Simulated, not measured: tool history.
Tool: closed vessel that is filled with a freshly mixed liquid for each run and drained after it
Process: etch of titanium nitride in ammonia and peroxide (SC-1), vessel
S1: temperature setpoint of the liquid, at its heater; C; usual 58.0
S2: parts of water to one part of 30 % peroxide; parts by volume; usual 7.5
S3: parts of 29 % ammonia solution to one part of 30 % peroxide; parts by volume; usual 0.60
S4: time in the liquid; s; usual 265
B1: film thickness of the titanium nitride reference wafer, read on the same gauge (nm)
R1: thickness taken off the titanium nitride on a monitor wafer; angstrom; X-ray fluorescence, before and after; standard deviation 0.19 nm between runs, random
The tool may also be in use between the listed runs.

Run 1, hour 0.0: usual settings but S2 6.0 parts by volume, S3 0.75 parts by volume; B1 90.00. Result: R1 319.7 angstrom.
Run 2, hour 14.7: usual settings but S2 6.0 parts by volume, S3 0.75 parts by volume; B1 90.03. Result: R1 320.7 angstrom.
Run 3, hour 37.0: usual settings but S1 65.5 C; B1 89.98. Result: R1 451.5 angstrom.
Run 4, hour 70.8: usual settings; B1 90.02. Result: R1 277.3 angstrom.
Run 5, hour 89.7: usual settings but S3 0.70 parts by volume; B1 90.01. Result: R1 287.8 angstrom.
Run 6, hour 103.9: usual settings but S3 0.70 parts by volume; B1 90.01. Result: R1 290.2 angstrom.
Run 7, hour 124.5: usual settings but S3 0.40 parts by volume; B1 90.01. Result: R1 263.1 angstrom.
At hour 133.4: new drum of ammonia solution connected.
At hour 141.3: ammonia flow meter replaced.
Run 8, hour 160.0: usual settings but S2 10.5 parts by volume, S3 0.85 parts by volume; B1 90.01. Result: R1 250.4 angstrom.
Run 9, hour 183.0: usual settings but S3 0.40 parts by volume, S4 380 s; B1 90.02. Result: R1 382.5 angstrom.
At hour 196.2: gauge calibrated.
Run 10, hour 211.1: usual settings but S4 420 s; B1 90.00. Result: R1 450.0 angstrom.
At hour 220.7: thermometer replaced.
Run 11, hour 235.4: usual settings but S1 53.0 C, S4 325 s; B1 90.00. Result: R1 225.2 angstrom.

Forecast run 12:
Run 12, hour 310.9: usual settings; B1 ?. Result: R1 ?.

Run 12 gave B1 90.02, R1 257.9 angstrom.
On a tool with no hidden condition, and with the same random variation, this run would have come out at R1 254.3 angstrom.
